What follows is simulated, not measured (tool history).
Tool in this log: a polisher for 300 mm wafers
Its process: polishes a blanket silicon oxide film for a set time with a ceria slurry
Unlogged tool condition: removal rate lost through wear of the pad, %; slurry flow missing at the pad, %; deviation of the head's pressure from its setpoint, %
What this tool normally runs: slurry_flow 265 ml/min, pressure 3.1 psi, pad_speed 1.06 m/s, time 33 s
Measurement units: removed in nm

run	hour	slurry_flow	pressure	pad_speed	time	wafers since the last listed run	wafers polished on this pad	hours since the slurry nozzle was cleaned	hours since the head pressure was calibrated	incoming thickness of the incoming film, nm	removed
1	0	265	3.1	1.06	33	0	880	379.1	704.2	1878.6	146.9
2	43	265	3.1	1.06	33	390	1271	422.1	747.2	1872.1	147.2
3	85.2	265	3.1	1.06	33	383	1655	464.3	789.4	1874.1	146.4
4	134.8	265	3.1	1.06	33	450	2105	513.9	839	1886	148.9
# hour 142.4: worn pad replaced by a new one
5	205.5	265	3.6	1.06	33	606	573	584.6	909.7	1885.6	159.1
6	256.1	265	3.1	1.06	33	459	1033	635.2	960.3	1911	145.8
7	297.5	265	3.1	1.06	33	376	1409	676.6	1001.7	1859.6	145.9
8	366.3	265	3.1	1.06	33	625	2034	745.4	1070.5	1891.9	145.7
# hour 374.6: worn pad replaced by a new one
9	407.5	265	3.1	1.06	33	338	298	786.6	1111.7	1894.4	146.9
10	437.7	265	3.1	1.06	33	274	573	816.8	1141.9	1850.6	146.4
# hour 443.5: slurry nozzle cleaned
11	480.3	265	3.1	1.06	33	378	951	36.8	1184.5	1884	147.2
12	506.9	265	3.1	1.06	33	241	1193	63.4	1211.1	1865.3	144
# hour 559.8: worn pad replaced by a new one
13	560.3	265	3.1	1.06	33	448	4	116.8	1264.5	1846.7	145.3
14	623.3	265	3.1	0.8	29	572	576	179.8	1327.5	1839.9	97.6
# hour 635.5: head pressure recalibrated
15	692.7	265	4	0.86	37	612	1189	249.2	57.2	1852.2	160.9
16	723	265	2.1	1.44	36	275	1464	279.5	87.5	1847.8	171.5
17	750.2	265	2.2	1.16	29	247	1712	306.7	114.7	1833.6	112
# hour 799.9: worn pad replaced by a new one
18	817.3	230	3.1	1.06	24	573	157	373.8	181.8	1848.8	104.5
19	843.5	185	3.1	1.06	29	238	396	400	208	1883.3	123.4
20	894.9	265	3.1	1.06	33	467	863	451.4	259.4	1872.1	145.7
21	947.3	355	3.1	1.06	33	476	1339	503.8	311.8	1868.1	150.2
22	977.7	265	2.1	1.06	41	276	1615	534.2	342.2	1885.6	141.9
# hour 999.7: worn pad replaced by a new one
23	1002.9	265	3.5	0.7	33	192	29	559.4	367.4	1885.2	104.3
24	1048.5	200	3.8	1.18	39	414	443	605	413	1866.6	213.1

Consider 3 possible next runs. They are alternatives, not a sequence: every one starts from the tool as it was left by run 24. What does each give?
A	1048.9	265	3.1	1.06	33	3	447	605.4	413.4	1891.1	?
B	1048.9	170	3.5	1.24	41	3	447	605.4	413.4	1891.1	?
C	1048.9	325	3.1	1.06	33	3	447	605.4	413.4	1891.1	?

run	removed
A	147.5
B	220.8
C	150.2
With no hidden state in the tool, these same runs would have given:
run	removed
A	147.5
B	220.8
C	150.2

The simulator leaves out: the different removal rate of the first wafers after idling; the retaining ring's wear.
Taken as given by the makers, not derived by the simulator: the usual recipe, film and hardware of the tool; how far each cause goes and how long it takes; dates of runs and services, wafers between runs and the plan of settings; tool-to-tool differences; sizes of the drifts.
